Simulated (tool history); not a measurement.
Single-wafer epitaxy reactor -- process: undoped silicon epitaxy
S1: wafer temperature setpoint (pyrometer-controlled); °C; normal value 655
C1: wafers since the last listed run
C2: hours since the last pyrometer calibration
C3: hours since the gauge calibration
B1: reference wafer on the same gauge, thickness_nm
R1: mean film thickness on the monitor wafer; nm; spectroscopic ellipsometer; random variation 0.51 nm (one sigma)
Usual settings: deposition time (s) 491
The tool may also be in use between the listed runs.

Run 1, hour 0.0: usual settings but S1 651 °C, deposition time (s) 443; C1 0; C2 685.3; C3 701.6; B1 106.720. Result: R1 79.321 nm.
Run 2, hour 70.9: usual settings but S1 651 °C, deposition time (s) 443; C1 162; C2 756.2; C3 772.5; B1 106.484. Result: R1 78.724 nm.
Run 3, hour 131.2: usual settings; C1 137; C2 816.5; C3 832.8; B1 106.993. Result: R1 93.306 nm.
Run 4, hour 318.5: usual settings; C1 428; C2 1003.8; C3 1020.1; B1 107.189. Result: R1 93.371 nm.
Run 5, hour 366.7: usual settings but S1 650 °C; C1 110; C2 1052.0; C3 1068.3; B1 107.131. Result: R1 84.187 nm.
Run 6, hour 425.6: usual settings; C1 134; C2 1110.9; C3 1127.2; B1 106.724. Result: R1 93.860 nm.
Run 7, hour 493.3: usual settings but deposition time (s) 535; C1 154; C2 1178.6; C3 1194.9; B1 106.960. Result: R1 101.031 nm.
Run 8, hour 528.9: usual settings but S1 648 °C; C1 81; C2 1214.2; C3 1230.5; B1 107.316. Result: R1 80.981 nm.
Run 9, hour 567.3: usual settings; C1 87; C2 1252.6; C3 1268.9; B1 106.928. Result: R1 92.138 nm.
At hour 593.3: gauge calibrated.
At hour 618.7: pyrometer calibrated.
Run 10, hour 619.2: usual settings; C1 100; C2 0.5; C3 25.9; B1 107.128. Result: R1 95.983 nm.
Run 11, hour 663.0: usual settings but deposition time (s) 568; C1 100; C2 44.3; C3 69.7; B1 107.152. Result: R1 111.167 nm.
Run 12, hour 730.6: usual settings but S1 647 °C, deposition time (s) 544; C1 154; C2 111.9; C3 137.3; B1 106.687. Result: R1 91.060 nm.
Run 13, hour 786.8: usual settings but S1 651 °C, deposition time (s) 443; C1 128; C2 168.1; C3 193.5; B1 106.849. Result: R1 79.615 nm.
Run 14, hour 843.2: usual settings but deposition time (s) 448; C1 128; C2 224.5; C3 249.9; B1 106.794. Result: R1 86.777 nm.
Run 15, hour 875.8: usual settings; C1 74; C2 257.1; C3 282.5; B1 106.864. Result: R1 96.437 nm.
Run 16, hour 927.1: usual settings but S1 640 °C, deposition time (s) 454; C1 117; C2 308.4; C3 333.8; B1 107.014. Result: R1 65.449 nm.
Run 17, hour 979.7: usual settings but deposition time (s) 394; C1 120; C2 361.0; C3 386.4; B1 106.937. Result: R1 77.021 nm.
Run 18, hour 1037.6: usual settings but S1 659 °C, deposition time (s) 440; C1 132; C2 418.9; C3 444.3; B1 107.064. Result: R1 92.010 nm.
Run 19, hour 1068.2: usual settings but deposition time (s) 584; C1 69; C2 449.5; C3 474.9; B1 106.484. Result: R1 114.524 nm.
Run 20, hour 1103.9: usual settings; C1 81; C2 485.2; C3 510.6; B1 107.023. Result: R1 95.472 nm.
Run 21, hour 1145.5: usual settings; C1 95; C2 526.8; C3 552.2; B1 107.263. Result: R1 95.344 nm.

Consider 3 possible next runs. They are alternatives, not a sequence: every one starts from the tool as it was left by run 21. What does each give?
Run A, hour 1146.0: usual settings; C1 1; C2 527.3; C3 552.7; B1 ?. Result: R1 ?.
Run B, hour 1146.0: usual settings but S1 669 °C, deposition time (s) 425; C1 1; C2 527.3; C3 552.7; B1 ?. Result: R1 ?.
Run C, hour 1146.0: usual settings but S1 647 °C, deposition time (s) 409; C1 1; C2 527.3; C3 552.7; B1 ?. Result: R1 ?.

run       B1       R1
  A  106.670   95.251
  B  106.670  108.206
  C  106.670   67.697
What these runs would have given with no unlogged condition in the tool:
run       R1
  A   97.304
  B  110.474
  C   69.179
